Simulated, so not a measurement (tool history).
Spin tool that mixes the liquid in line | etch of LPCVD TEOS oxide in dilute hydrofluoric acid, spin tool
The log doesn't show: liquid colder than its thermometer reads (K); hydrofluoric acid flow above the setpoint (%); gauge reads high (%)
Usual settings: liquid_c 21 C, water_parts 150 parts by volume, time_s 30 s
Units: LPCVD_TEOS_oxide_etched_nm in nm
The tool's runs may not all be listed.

| run | hour | liquid_c | water_parts | time_s | wafers since the last listed run | hours since the thermometer was replaced | hours since the hydrofluoric acid flow meter was replaced | hours since the gauge calibration | read-back film thickness of the LPCVD TEOS oxide reference wafer, read on the same gauge (nm) | LPCVD_TEOS_oxide_etched_nm |
|---|---|---|---|---|---|---|---|---|---|---|
| 1 | 0 | 21 | 150 | 30 | 0 | 1148.2 | 565 | 1173 | 140.02 | 6.33 |
| 2 | 26.9 | 21 | 150 | 30 | 397 | 1175.1 | 591.9 | 1199.9 | 139.99 | 6.41 |
| 3 | 59.7 | 21 | 150 | 30 | 484 | 1207.9 | 624.7 | 1232.7 | 140 | 6.39 |
| 4 | 90.1 | 21 | 150 | 20 | 449 | 1238.3 | 655.1 | 1263.1 | 139.98 | 4.27 |
| 5 | 134.7 | 21 | 150 | 30 | 659 | 1282.9 | 699.7 | 1307.7 | 139.98 | 6.28 |
| 6 | 247.6 | 21 | 150 | 30 | 1668 | 1395.8 | 812.6 | 1420.6 | 140 | 6.36 |
| 7 | 293 | 21 | 150 | 30 | 670 | 1441.2 | 858 | 1466 | 139.99 | 6.36 |
| 8 | 330.6 | 21 | 150 | 30 | 555 | 1478.8 | 895.6 | 1503.6 | 140 | 6.4 |
| 9 | 393 | 21 | 150 | 30 | 922 | 1541.2 | 958 | 1566 | 139.98 | 6.44 |
| 10 | 443.8 | 21 | 150 | 30 | 750 | 1592 | 1008.8 | 1616.8 | 140.01 | 6.46 |
| 11 | 511.9 | 21 | 165 | 30 | 1006 | 1660.1 | 1076.9 | 1684.9 | 140 | 5.81 |
| 12 | 551.8 | 21 | 165 | 30 | 589 | 1700 | 1116.8 | 1724.8 | 139.98 | 5.77 |
| 13 | 584.7 | 21 | 165 | 30 | 486 | 1732.9 | 1149.7 | 1757.7 | 139.99 | 5.79 |
| 14 | 609.2 | 21 | 150 | 30 | 362 | 1757.4 | 1174.2 | 1782.2 | 139.99 | 6.51 |
|  | 644.1 | gauge calibrated |
| 15 | 800.4 | 22.5 | 180 | 30 | 2825 | 1948.6 | 1365.4 | 156.3 | 140.02 | 5.54 |
| 16 | 1006.3 | 21 | 150 | 40 | 3042 | 2154.5 | 1571.3 | 362.2 | 140.02 | 8.64 |
| 17 | 1057.9 | 19.5 | 220 | 40 | 762 | 2206.1 | 1622.9 | 413.8 | 140 | 5.18 |
| 18 | 1115 | 21 | 150 | 45 | 843 | 2263.2 | 1680 | 470.9 | 139.99 | 9.7 |
| 19 | 1156.6 | 23 | 220 | 30 | 614 | 2304.8 | 1721.6 | 512.5 | 140.02 | 4.44 |
| 20 | 1196.7 | 21 | 150 | 30 | 592 | 2344.9 | 1761.7 | 552.6 | 140.01 | 6.49 |
|  | 1222.9 | hydrofluoric acid flow meter replaced |
| 21 | 1240 | 18.5 | 150 | 30 | 625 | 2388.2 | 17.1 | 595.9 | 140.02 | 5.7 |
|  | 1277.4 | thermometer replaced |
| 22 | 1304.2 | 17 | 150 | 30 | 933 | 26.8 | 81.3 | 660.1 | 139.96 | 5.3 |
| 23 | 1368.9 | 21 | 150 | 25 | 956 | 91.5 | 146 | 724.8 | 140 | 5.32 |
| 24 | 1438 | 21 | 150 | 30 | 1021 | 160.6 | 215.1 | 793.9 | 140.02 | 6.34 |
| 25 | 1474.2 | 23.5 | 150 | 15 | 534 | 196.8 | 251.3 | 830.1 | 139.97 | 3.45 |
| 26 | 1513.9 | 21 | 150 | 30 | 586 | 236.5 | 291 | 869.8 | 139.99 | 6.27 |
| 27 | 1565.5 | 21 | 205 | 30 | 762 | 288.1 | 342.6 | 921.4 | 140.01 | 4.38 |
| 28 | 1610.5 | 22.5 | 200 | 30 | 664 | 333.1 | 387.6 | 966.4 | 140 | 4.8 |
| 29 | 1672.2 | 21 | 150 | 30 | 911 | 394.8 | 449.3 | 1028.1 | 139.97 | 6.39 |
| 30 | 1780 | 19.5 | 150 | 35 | 1593 | 502.6 | 557.1 | 1135.9 | 139.99 | 7 |
| 31 | 1806.8 | 21 | 190 | 30 | 396 | 529.4 | 583.9 | 1162.7 | 140.01 | 4.86 |

5 ways to go on from here, each from the tool as it stands after run 31. What would each give?
| A | 1807.2 | 24.5 | 150 | 30 | 5 | 529.8 | 584.3 | 1163.1 | ? | ? |
| B | 1807.2 | 25.5 | 150 | 45 | 5 | 529.8 | 584.3 | 1163.1 | ? | ? |
| C | 1807.2 | 19.5 | 150 | 30 | 5 | 529.8 | 584.3 | 1163.1 | ? | ? |
| D | 1807.2 | 23.5 | 150 | 30 | 5 | 529.8 | 584.3 | 1163.1 | ? | ? |
| E | 1807.2 | 17 | 150 | 35 | 5 | 529.8 | 584.3 | 1163.1 | ? | ? |

| run | read-back film thickness of the LPCVD TEOS oxide reference wafer, read on the same gauge (nm) | LPCVD_TEOS_oxide_etched_nm |
|---|---|---|
| A | 139.99 | 7.33 |
| B | 139.99 | 11.42 |
| C | 139.99 | 6.03 |
| D | 139.99 | 7.05 |
| E | 139.99 | 6.35 |
Without the tool's hidden state the same runs would have given:
| run | LPCVD_TEOS_oxide_etched_nm |
|---|---|
| A | 7.22 |
| B | 11.25 |
| C | 5.94 |
| D | 6.95 |
| E | 6.26 |
